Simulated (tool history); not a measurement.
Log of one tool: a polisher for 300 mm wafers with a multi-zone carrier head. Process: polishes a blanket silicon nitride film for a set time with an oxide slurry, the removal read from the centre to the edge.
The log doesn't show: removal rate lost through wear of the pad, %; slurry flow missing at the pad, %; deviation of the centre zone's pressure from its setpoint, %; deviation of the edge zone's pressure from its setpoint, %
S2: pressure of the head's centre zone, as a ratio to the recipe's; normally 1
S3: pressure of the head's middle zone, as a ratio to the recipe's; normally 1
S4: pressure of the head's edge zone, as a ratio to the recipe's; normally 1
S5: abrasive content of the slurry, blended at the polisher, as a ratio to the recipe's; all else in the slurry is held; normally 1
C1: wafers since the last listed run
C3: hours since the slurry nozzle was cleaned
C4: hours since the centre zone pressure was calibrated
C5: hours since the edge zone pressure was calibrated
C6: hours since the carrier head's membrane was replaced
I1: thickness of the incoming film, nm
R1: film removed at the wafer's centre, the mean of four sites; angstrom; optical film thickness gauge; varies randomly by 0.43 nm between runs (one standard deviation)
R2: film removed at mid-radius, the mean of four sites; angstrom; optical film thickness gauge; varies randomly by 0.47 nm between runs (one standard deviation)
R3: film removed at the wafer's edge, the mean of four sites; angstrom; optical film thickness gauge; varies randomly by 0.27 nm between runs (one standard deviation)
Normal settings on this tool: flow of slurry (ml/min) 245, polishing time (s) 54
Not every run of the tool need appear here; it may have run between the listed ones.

run 1 hour=0 | flow_of_slurry_(ml/min)=245 S2=1 S3=1 S4=1 S5=1 polishing_time_(s)=54 | C1=0 wafers_polished_on_this_pad=988 C3=199.3 C4=1229.7 C5=927.3 C6=899.6 | I1=467.8 | R1=261 R2=264 R3=266
-- hour=0.8 worn pad replaced by a new one
-- hour=13 slurry nozzle cleaned
run 2 hour=14.5 | flow_of_slurry_(ml/min)=245 S2=1 S3=1 S4=1 S5=1 polishing_time_(s)=54 | C1=177 wafers_polished_on_this_pad=177 C3=1.5 C4=1244.2 C5=941.8 C6=914.1 | I1=457.9 | R1=320 R2=320 R3=322
-- hour=62 worn pad replaced by a new one
run 3 hour=65.1 | flow_of_slurry_(ml/min)=245 S2=1 S3=1 S4=1 S5=1 polishing_time_(s)=54 | C1=654 wafers_polished_on_this_pad=43 C3=52.1 C4=1294.8 C5=992.4 C6=964.7 | I1=460.1 | R1=328 R2=331 R3=329
run 4 hour=73.3 | flow_of_slurry_(ml/min)=245 S2=1 S3=1 S4=1 S5=1 polishing_time_(s)=54 | C1=115 wafers_polished_on_this_pad=158 C3=60.3 C4=1303 C5=1000.6 C6=972.9 | I1=460.9 | R1=325 R2=329 R3=324
run 5 hour=85.9 | flow_of_slurry_(ml/min)=245 S2=1 S3=1 S4=1 S5=1 polishing_time_(s)=54 | C1=176 wafers_polished_on_this_pad=335 C3=72.9 C4=1315.6 C5=1013.2 C6=985.5 | I1=468.2 | R1=313 R2=327 R3=320
run 6 hour=94.3 | flow_of_slurry_(ml/min)=245 S2=1 S3=1 S4=1 S5=1 polishing_time_(s)=54 | C1=117 wafers_polished_on_this_pad=453 C3=81.3 C4=1324 C5=1021.6 C6=993.9 | I1=451.8 | R1=315 R2=315 R3=317
-- hour=119.4 worn pad replaced by a new one
run 7 hour=146 | flow_of_slurry_(ml/min)=245 S2=1 S3=1 S4=1 S5=1 polishing_time_(s)=54 | C1=669 wafers_polished_on_this_pad=372 C3=133 C4=1375.7 C5=1073.3 C6=1045.6 | I1=460.4 | R1=303 R2=308 R3=317
run 8 hour=156.9 | flow_of_slurry_(ml/min)=245 S2=1 S3=1 S4=1 S5=1 polishing_time_(s)=54 | C1=153 wafers_polished_on_this_pad=525 C3=143.9 C4=1386.6 C5=1084.2 C6=1056.5 | I1=457.2 | R1=303 R2=306 R3=308
-- hour=166.3 centre zone pressure recalibrated
run 9 hour=170.1 | flow_of_slurry_(ml/min)=245 S2=1 S3=1 S4=1 S5=1 polishing_time_(s)=54 | C1=157 wafers_polished_on_this_pad=683 C3=157.1 C4=3.8 C5=1097.4 C6=1069.7 | I1=461.8 | R1=282 R2=290 R3=301
run 10 hour=176.2 | flow_of_slurry_(ml/min)=245 S2=1 S3=1 S4=1 S5=1 polishing_time_(s)=54 | C1=85 wafers_polished_on_this_pad=768 C3=163.2 C4=9.9 C5=1103.5 C6=1075.8 | I1=454.8 | R1=281 R2=290 R3=292
-- hour=181.5 worn pad replaced by a new one
run 11 hour=182.4 | flow_of_slurry_(ml/min)=170 S2=1 S3=1.04 S4=0.9 S5=1 polishing_time_(s)=54 | C1=30 wafers_polished_on_this_pad=12 C3=169.4 C4=16.1 C5=1109.7 C6=1082 | I1=452.2 | R1=271 R2=293 R3=289
run 12 hour=197.7 | flow_of_slurry_(ml/min)=245 S2=0.95 S3=0.93 S4=1.09 S5=1 polishing_time_(s)=54 | C1=214 wafers_polished_on_this_pad=227 C3=184.7 C4=31.4 C5=1125 C6=1097.3 | I1=456 | R1=284 R2=301 R3=321
-- hour=207.2 carrier head's membrane replaced by a new one
-- hour=208 edge zone pressure recalibrated
run 13 hour=211.2 | flow_of_slurry_(ml/min)=325 S2=1 S3=1 S4=1 S5=1 polishing_time_(s)=54 | C1=107 wafers_polished_on_this_pad=335 C3=198.2 C4=44.9 C5=3.2 C6=4 | I1=451.1 | R1=311 R2=312 R3=316
-- hour=228.6 slurry nozzle cleaned
run 14 hour=229.1 | flow_of_slurry_(ml/min)=245 S2=1 S3=1 S4=1 S5=1 polishing_time_(s)=54 | C1=237 wafers_polished_on_this_pad=572 C3=0.5 C4=62.8 C5=21.1 C6=21.9 | I1=455.6 | R1=304 R2=308 R3=313
-- hour=241 worn pad replaced by a new one
run 15 hour=246.6 | flow_of_slurry_(ml/min)=300 S2=1 S3=1 S4=1 S5=1 polishing_time_(s)=54 | C1=189 wafers_polished_on_this_pad=78 C3=18 C4=80.3 C5=38.6 C6=39.4 | I1=453.6 | R1=337 R2=342 R3=339
run 16 hour=262.8 | flow_of_slurry_(ml/min)=245 S2=1 S3=1 S4=1 S5=1 polishing_time_(s)=54 | C1=227 wafers_polished_on_this_pad=306 C3=34.2 C4=96.5 C5=54.8 C6=55.6 | I1=455.2 | R1=326 R2=320 R3=322
run 17 hour=277 | flow_of_slurry_(ml/min)=245 S2=1 S3=1 S4=1 S5=1 polishing_time_(s)=40 | C1=199 wafers_polished_on_this_pad=505 C3=48.4 C4=110.7 C5=69 C6=69.8 | I1=456.7 | R1=231 R2=239 R3=236
run 18 hour=290.5 | flow_of_slurry_(ml/min)=270 S2=1 S3=1 S4=1 S5=1 polishing_time_(s)=54 | C1=189 wafers_polished_on_this_pad=695 C3=61.9 C4=124.2 C5=82.5 C6=83.3 | I1=460.6 | R1=304 R2=313 R3=310
-- hour=299.4 worn pad replaced by a new one
run 19 hour=307.4 | flow_of_slurry_(ml/min)=245 S2=1 S3=1 S4=1.03 S5=1.1 polishing_time_(s)=54 | C1=181 wafers_polished_on_this_pad=112 C3=78.8 C4=141.1 C5=99.4 C6=100.2 | I1=455.6 | R1=327 R2=332 R3=338
run 20 hour=317 | flow_of_slurry_(ml/min)=245 S2=1 S3=1 S4=1 S5=1 polishing_time_(s)=54 | C1=134 wafers_polished_on_this_pad=246 C3=88.4 C4=150.7 C5=109 C6=109.8 | I1=459.3 | R1=320 R2=318 R3=324

Branching from run 20: 5 alternative next runs. What would each branch give?
run A hour=317.4 | flow_of_slurry_(ml/min)=205 S2=1 S3=1 S4=1 S5=1 polishing_time_(s)=54 | C1=5 wafers_polished_on_this_pad=252 C3=88.8 C4=151.1 C5=109.4 C6=110.2 | I1=457.8 | R1=? R2=? R3=?
run B hour=317.4 | flow_of_slurry_(ml/min)=245 S2=1 S3=1.05 S4=1 S5=1 polishing_time_(s)=54 | C1=5 wafers_polished_on_this_pad=252 C3=88.8 C4=151.1 C5=109.4 C6=110.2 | I1=457.8 | R1=? R2=? R3=?
run C hour=317.4 | flow_of_slurry_(ml/min)=245 S2=0.91 S3=1 S4=0.94 S5=1.25 polishing_time_(s)=63 | C1=5 wafers_polished_on_this_pad=252 C3=88.8 C4=151.1 C5=109.4 C6=110.2 | I1=457.8 | R1=? R2=? R3=?
run D hour=317.4 | flow_of_slurry_(ml/min)=245 S2=1 S3=1 S4=1.03 S5=0.85 polishing_time_(s)=54 | C1=5 wafers_polished_on_this_pad=252 C3=88.8 C4=151.1 C5=109.4 C6=110.2 | I1=457.8 | R1=? R2=? R3=?
run E hour=317.4 | flow_of_slurry_(ml/min)=280 S2=1.05 S3=0.92 S4=1.11 S5=1 polishing_time_(s)=54 | C1=5 wafers_polished_on_this_pad=252 C3=88.8 C4=151.1 C5=109.4 C6=110.2 | I1=457.8 | R1=? R2=? R3=?

run=A R1=303 R2=304 R3=312
run=B R1=314 R2=323 R3=320
run=C R1=359 R2=394 R3=395
run=D R1=298 R2=297 R3=305
run=E R1=338 R2=305 R3=334
Had the tool no hidden state, the same runs would have come out as:
run=A R1=321 R2=321 R3=327
run=B R1=331 R2=338 R3=333
run=C R1=378 R2=413 R3=411
run=D R1=313 R2=311 R3=318
run=E R1=354 R2=319 R3=347
